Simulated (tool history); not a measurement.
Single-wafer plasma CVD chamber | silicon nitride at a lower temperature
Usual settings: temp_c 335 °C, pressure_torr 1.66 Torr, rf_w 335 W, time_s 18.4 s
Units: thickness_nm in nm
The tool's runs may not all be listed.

run	day	temp_c	pressure_torr	rf_w	time_s	read-back reference wafer on the same gauge, thickness_nm	thickness_nm
1	0.000	335	1.66	335	18.4	23.902	22.925
2	0.679	335	1.66	335	18.4	23.896	22.914
3	1.254	331	1.66	335	18.4	23.902	23.008
4	1.829	331	1.66	335	18.4	23.915	22.990
5	2.329	331	1.66	335	18.4	23.915	23.050
6	3.046	335	1.66	335	18.4	23.901	22.977
# day 3.517: RF generator calibrated
7	3.658	335	1.66	335	18.4	23.904	23.342
8	4.133	335	1.66	335	18.4	23.914	23.323
# day 4.617: gauge calibrated
9	4.783	335	1.66	335	19.4	23.895	24.633
10	5.108	335	1.66	335	19.4	23.914	24.541
11	5.379	335	1.49	335	18.4	23.909	22.398
# day 5.800: showerhead replaced
12	6.050	335	1.66	335	18.4	23.896	23.307
13	6.367	324	1.66	335	18.4	23.894	23.393
# day 6.858: thermocouple changed; heater temperature recalibrated
14	6.879	335	1.32	270	16.4	23.904	16.575
15	7.004	335	2.01	335	18.4	23.884	24.832
16	7.604	324	1.66	335	18.4	23.879	23.385
17	8.158	335	2.05	285	18.4	23.897	22.526
# day 8.542: capacitance manometer re-zeroed and calibrated
18	8.875	335	1.53	395	17.4	23.891	23.569
19	9.383	349	1.66	400	15.6	23.907	21.885
20	9.754	327	1.45	310	19.9	23.893	22.820
21	10.162	341	1.66	285	18.4	23.902	21.003
22	10.862	335	1.66	335	18.4	23.881	23.254
23	11.575	327	1.45	310	19.9	23.899	22.873
24	11.983	321	1.66	335	18.4	23.906	23.347
25	12.458	346	1.90	300	17.0	23.898	20.926
26	13.171	335	1.98	270	18.4	23.880	21.490
27	13.704	350	1.29	335	16.8	23.886	19.126
28	14.371	335	1.66	335	18.4	23.905	23.222
29	14.808	335	1.53	395	17.4	23.894	23.570

Forecast each of these 4 alternatives for the next run:
A	14.825	335	1.66	335	18.4	?	?
B	14.825	335	1.40	280	18.4	?	?
C	14.825	335	1.66	390	20.2	?	?
D	14.825	325	1.26	275	20.5	?	?

run	read-back reference wafer on the same gauge, thickness_nm	thickness_nm
A	23.897	23.224
B	23.897	19.430
C	23.897	27.958
D	23.897	20.541
Without the tool's hidden state the same runs would have given:
run	thickness_nm
A	23.369
B	19.560
C	28.133
D	20.679

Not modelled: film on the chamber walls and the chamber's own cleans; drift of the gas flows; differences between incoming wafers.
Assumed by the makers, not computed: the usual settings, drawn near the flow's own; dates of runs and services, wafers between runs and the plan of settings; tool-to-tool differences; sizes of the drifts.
